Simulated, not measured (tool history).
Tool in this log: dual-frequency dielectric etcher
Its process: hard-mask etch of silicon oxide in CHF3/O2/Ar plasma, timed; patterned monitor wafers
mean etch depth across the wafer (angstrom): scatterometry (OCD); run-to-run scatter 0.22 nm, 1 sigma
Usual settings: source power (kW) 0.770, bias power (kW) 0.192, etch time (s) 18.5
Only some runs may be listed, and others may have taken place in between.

run     day  source power (kW)  bias power (kW)  etch time (s)  read-back reference wafer on the same gauge, depth_nm  mean etch depth across the wafer (angstrom)
  1   0.000              0.770            0.192           18.5                                                  39.25                                        402.0
      0.454  -- source power generator calibrated
  2   0.488              0.770            0.192           18.5                                                  39.28                                        399.3
  3   0.758              0.770            0.192           17.0                                                  39.29                                        369.2
  4   1.208              0.770            0.192           17.0                                                  39.25                                        371.2
  5   1.596              0.770            0.192           18.5                                                  39.25                                        399.7
      2.738  -- upper electrode replaced
      3.358  -- wet clean of the chamber
  6   3.379              0.770            0.192           18.5                                                  39.26                                        415.3
  7   3.392              0.770            0.192           18.5                                                  39.25                                        413.3
  8   3.404              0.820            0.156           18.5                                                  39.30                                        381.2
      3.975  -- gauge calibrated
  9   4.779              0.900            0.192           20.0                                                  39.29                                        482.3
 10   5.221              0.670            0.211           15.0                                                  39.32                                        338.4
 11   5.788              0.770            0.192           18.5                                                  39.27                                        420.6
      6.871  -- wet clean of the chamber, repeated, since the last time left the tool worse
 12   6.892              0.680            0.150           14.5                                                  39.38                                        258.3
 13   6.908              0.770            0.192           18.5                                                  39.33                                        393.9
 14   6.988              0.770            0.179           18.5                                                  39.28                                        380.7
 15   7.525              0.590            0.205           21.0                                                  39.33                                        424.2
 16   8.046              0.900            0.192           20.5                                                  39.24                                        462.3
 17   8.538              0.900            0.192           20.0                                                  39.27                                        449.3
 18   9.050              0.940            0.192           18.5                                                  39.33                                        423.0
      9.446  -- bias power generator calibrated
 19   9.704              0.950            0.213           20.5                                                  39.27                                        499.0
 20  10.438              0.890            0.151           21.5                                                  39.24                                        426.6
 21  10.771              0.640            0.158           16.5                                                  39.36                                        300.2
 22  11.425              0.770            0.192           18.5                                                  39.29                                        398.2
 23  12.104              0.690            0.192           17.0                                                  39.23                                        354.8
 24  12.417              0.890            0.151           21.5                                                  39.29                                        430.4
 25  12.846              0.610            0.171           20.0                                                  39.24                                        370.0
 26  13.333              0.580            0.151           24.0                                                  39.39                                        405.4
 27  13.754              0.630            0.192           20.5                                                  39.30                                        409.9
 28  14.267              0.950            0.210           18.5                                                  39.28                                        454.6
 29  14.908              0.680            0.158           16.5                                                  39.26                                        303.6

A few steps of mean etch depth across the wafer (angstrom) between consecutive runs. Split each: what settings, incoming material and random variation would produce without the hidden state, and what is left over for the hidden state, along with gauge scatter present in only one of the two compared results (measured, and without hidden state):
The tool's hidden condition here consists of: etch rate over this chamber's usual, %; source power that arrives over what is set, %; bias power that arrives over what is set, %; gauge reads high (%).
Run 5 -> 6: upper electrode replaced, wet clean of the chamber. mean etch depth across the wafer (angstrom) +15.6: hidden state +12.2, all else +3.4.
Run 11 -> 12: source power (kW) 0.770 -> 0.680, bias power (kW) 0.192 -> 0.150, etch time (s) 18.5 -> 14.5, wet clean of the chamber, repeated, since the last time left the tool worse. mean etch depth across the wafer (angstrom) -162.3: hidden state -25.7, all else -136.6.
Run 28 -> 29: source power (kW) 0.950 -> 0.680, bias power (kW) 0.210 -> 0.158, etch time (s) 18.5 -> 16.5. mean etch depth across the wafer (angstrom) -151.0: hidden state -2.2, all else -148.8.
